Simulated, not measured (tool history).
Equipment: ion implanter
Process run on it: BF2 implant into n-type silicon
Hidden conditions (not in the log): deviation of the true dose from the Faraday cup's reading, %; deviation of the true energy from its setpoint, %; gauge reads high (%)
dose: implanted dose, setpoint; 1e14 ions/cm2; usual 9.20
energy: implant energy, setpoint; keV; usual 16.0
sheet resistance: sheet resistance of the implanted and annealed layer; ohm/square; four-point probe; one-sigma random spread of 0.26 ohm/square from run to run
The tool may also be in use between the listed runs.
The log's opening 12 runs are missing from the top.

run	hour	dose	energy	wafers since the last listed run	hours since the last dose calibration	hours since the extraction supply was calibrated	hours since the gauge calibration	read-back reference wafer on the same gauge, sheet resistance	sheet resistance
13	300.4	9.20	16.0	228	1325.8	92.6	367.3	149.02	171.19
14	334.7	9.20	16.0	373	1360.1	126.9	401.6	149.01	171.29
15	364.6	9.20	16.0	326	1390.0	156.8	431.5	148.92	170.99
16	377.7	9.20	19.0	142	1403.1	169.9	444.6	148.94	163.16
# hour 386.3: Faraday cup replaced and dose calibrated
17	409.5	10.11	16.0	259	23.2	201.7	476.4	149.00	165.76
18	422.6	10.10	16.0	142	36.3	214.8	489.5	148.97	165.57
19	441.8	10.59	12.5	209	55.5	234.0	508.7	149.06	173.62
20	470.6	10.76	19.0	314	84.3	262.8	537.5	148.92	153.41
21	501.4	9.20	20.5	335	115.1	293.6	568.3	149.07	161.36
22	533.6	9.20	16.0	351	147.3	325.8	600.5	149.00	172.67
23	561.4	9.20	16.0	303	175.1	353.6	628.3	148.95	172.35
24	591.3	9.20	19.5	326	205.0	383.5	658.2	149.00	163.12
# hour 593.9: gauge calibrated
25	614.5	11.69	17.5	252	228.2	406.7	20.6	148.98	151.10
26	647.6	6.79	20.5	360	261.3	439.8	53.7	148.94	194.29
27	677.9	10.05	20.0	330	291.6	470.1	84.0	149.01	155.24
28	700.3	9.20	16.0	244	314.0	492.5	106.4	148.92	172.07
29	724.9	6.63	11.5	268	338.6	517.1	131.0	149.10	226.70
30	744.0	11.87	16.0	208	357.7	536.2	150.1	148.96	154.65
31	775.1	6.80	19.5	339	388.8	567.3	181.2	148.97	195.47
32	809.9	7.52	21.0	379	423.6	602.1	216.0	149.06	179.92
33	845.9	6.67	14.0	392	459.6	638.1	252.0	148.96	213.50
34	868.4	11.22	20.0	245	482.1	660.6	274.5	149.01	147.15
35	895.5	11.78	20.5	295	509.2	687.7	301.6	149.02	142.88
36	907.5	11.17	11.0	130	521.2	699.7	313.6	149.09	174.66

What if the next run were any one of these 5? Each begins from the tool's condition after run 36:
A	907.9	10.47	16.0	4	521.6	700.1	314.0	?	?
B	907.9	6.57	16.0	4	521.6	700.1	314.0	?	?
C	907.9	11.80	16.0	4	521.6	700.1	314.0	?	?
D	907.9	6.81	19.5	4	521.6	700.1	314.0	?	?
E	907.9	11.65	16.0	4	521.6	700.1	314.0	?	?

run	read-back reference wafer on the same gauge, sheet resistance	sheet resistance
A	149.04	162.00
B	149.04	208.65
C	149.04	154.81
D	149.04	194.92
E	149.04	155.50
Take away the tool's hidden state, keep each run's random variation, and the runs would have read:
run	sheet resistance
A	163.67
B	211.98
C	156.12
D	198.14
E	156.84

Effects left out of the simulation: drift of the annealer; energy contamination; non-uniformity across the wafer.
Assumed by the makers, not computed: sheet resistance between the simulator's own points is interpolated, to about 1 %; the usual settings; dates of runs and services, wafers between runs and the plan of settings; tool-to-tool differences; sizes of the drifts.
